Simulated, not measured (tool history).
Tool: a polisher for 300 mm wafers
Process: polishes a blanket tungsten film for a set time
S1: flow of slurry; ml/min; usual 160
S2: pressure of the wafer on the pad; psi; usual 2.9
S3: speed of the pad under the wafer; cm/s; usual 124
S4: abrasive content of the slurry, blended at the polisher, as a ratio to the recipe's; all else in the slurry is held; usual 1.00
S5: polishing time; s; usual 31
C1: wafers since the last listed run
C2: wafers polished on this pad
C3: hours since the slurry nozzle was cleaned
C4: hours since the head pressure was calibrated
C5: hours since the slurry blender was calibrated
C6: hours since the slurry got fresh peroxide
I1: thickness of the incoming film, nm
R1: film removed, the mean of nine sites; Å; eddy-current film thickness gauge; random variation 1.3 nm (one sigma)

{"run": 1, "hour": 0.0, "S1": 160, "S2": 3.2, "S3": 124, "S4": 1.0, "S5": 31, "C1": 0, "C2": 98, "C3": 332.5, "C4": 1204.9, "C5": 65.2, "C6": 52.6, "I1": 1118.1, "R1": 1426}
{"run": 2, "hour": 30.0, "S1": 160, "S2": 2.9, "S3": 124, "S4": 1.0, "S5": 31, "C1": 191, "C2": 290, "C3": 362.5, "C4": 1234.9, "C5": 95.2, "C6": 82.6, "I1": 1096.3, "R1": 1286}
{"hour": 48.9, "done": "slurry nozzle cleaned"}
{"run": 3, "hour": 49.4, "S1": 160, "S2": 2.9, "S3": 124, "S4": 1.0, "S5": 31, "C1": 117, "C2": 407, "C3": 0.5, "C4": 1254.3, "C5": 114.6, "C6": 102.0, "I1": 1116.7, "R1": 1254}
{"run": 4, "hour": 78.0, "S1": 160, "S2": 2.9, "S3": 124, "S4": 1.0, "S5": 31, "C1": 182, "C2": 590, "C3": 29.1, "C4": 1282.9, "C5": 143.2, "C6": 130.6, "I1": 1113.7, "R1": 1232}
{"run": 5, "hour": 94.3, "S1": 160, "S2": 2.9, "S3": 124, "S4": 1.0, "S5": 31, "C1": 104, "C2": 694, "C3": 45.4, "C4": 1299.2, "C5": 159.5, "C6": 146.9, "I1": 1113.7, "R1": 1191}
{"run": 6, "hour": 114.5, "S1": 160, "S2": 2.9, "S3": 124, "S4": 0.85, "S5": 27, "C1": 129, "C2": 823, "C3": 65.6, "C4": 1319.4, "C5": 179.7, "C6": 167.1, "I1": 1109.3, "R1": 977}
{"run": 7, "hour": 140.5, "S1": 160, "S2": 2.9, "S3": 124, "S4": 0.85, "S5": 27, "C1": 166, "C2": 990, "C3": 91.6, "C4": 1345.4, "C5": 205.7, "C6": 193.1, "I1": 1109.5, "R1": 948}
{"hour": 148.5, "done": "head pressure recalibrated"}
{"hour": 151.0, "done": "slurry tank refilled with fresh slurry and peroxide, repeated, since the last time left the tool worse"}
{"hour": 164.7, "done": "worn pad replaced by a new one"}
{"run": 8, "hour": 165.8, "S1": 160, "S2": 2.9, "S3": 124, "S4": 0.85, "S5": 27, "C1": 116, "C2": 7, "C3": 116.9, "C4": 17.3, "C5": 231.0, "C6": 14.8, "I1": 1103.1, "R1": 1432}
{"run": 9, "hour": 198.8, "S1": 160, "S2": 2.4, "S3": 124, "S4": 1.0, "S5": 31, "C1": 210, "C2": 218, "C3": 149.9, "C4": 50.3, "C5": 264.0, "C6": 47.8, "I1": 1108.6, "R1": 1423}
{"run": 10, "hour": 228.7, "S1": 210, "S2": 2.9, "S3": 124, "S4": 0.8, "S5": 31, "C1": 191, "C2": 409, "C3": 179.8, "C4": 80.2, "C5": 293.9, "C6": 77.7, "I1": 1102.0, "R1": 1631}
{"run": 11, "hour": 294.0, "S1": 160, "S2": 2.9, "S3": 124, "S4": 1.2, "S5": 31, "C1": 417, "C2": 826, "C3": 245.1, "C4": 145.5, "C5": 359.2, "C6": 143.0, "I1": 1106.1, "R1": 1642}
{"hour": 299.6, "done": "slurry blender recalibrated"}
{"run": 12, "hour": 314.9, "S1": 160, "S2": 2.9, "S3": 124, "S4": 1.1, "S5": 31, "C1": 120, "C2": 947, "C3": 266.0, "C4": 166.4, "C5": 15.3, "C6": 163.9, "I1": 1107.4, "R1": 1589}
{"hour": 346.7, "done": "worn pad replaced by a new one"}
{"run": 13, "hour": 347.2, "S1": 140, "S2": 3.5, "S3": 124, "S4": 1.1, "S5": 24, "C1": 180, "C2": 3, "C3": 298.3, "C4": 198.7, "C5": 47.6, "C6": 196.2, "I1": 1113.6, "R1": 1389}
{"hour": 365.0, "done": "slurry tank refilled with fresh slurry and peroxide"}
{"run": 14, "hour": 374.8, "S1": 160, "S2": 2.9, "S3": 124, "S4": 1.2, "S5": 40, "C1": 169, "C2": 173, "C3": 325.9, "C4": 226.3, "C5": 75.2, "C6": 9.8, "I1": 1104.8, "R1": 2220}
{"run": 15, "hour": 401.0, "S1": 160, "S2": 2.9, "S3": 124, "S4": 1.0, "S5": 22, "C1": 167, "C2": 340, "C3": 352.1, "C4": 252.5, "C5": 101.4, "C6": 36.0, "I1": 1115.6, "R1": 1168}
{"hour": 446.9, "done": "slurry nozzle cleaned"}
{"run": 16, "hour": 457.8, "S1": 160, "S2": 3.4, "S3": 124, "S4": 1.0, "S5": 31, "C1": 356, "C2": 696, "C3": 10.9, "C4": 309.3, "C5": 158.2, "C6": 92.8, "I1": 1090.2, "R1": 1799}
{"run": 17, "hour": 485.3, "S1": 160, "S2": 2.1, "S3": 94, "S4": 1.2, "S5": 31, "C1": 175, "C2": 872, "C3": 38.4, "C4": 336.8, "C5": 185.7, "C6": 120.3, "I1": 1094.2, "R1": 1114}

The next listed run, before its measurement:
{"run": 18, "hour": 514.9, "S1": 195, "S2": 2.2, "S3": 106, "S4": 1.15, "S5": 31, "C1": 189, "C2": 1061, "C3": 68.0, "C4": 366.4, "C5": 215.3, "C6": 149.9, "I1": 1129.0, "R1": "?"}

{"run 18": {"R1": 1213}}
Without the tool's hidden state the same run would have given R1 1325 Å.
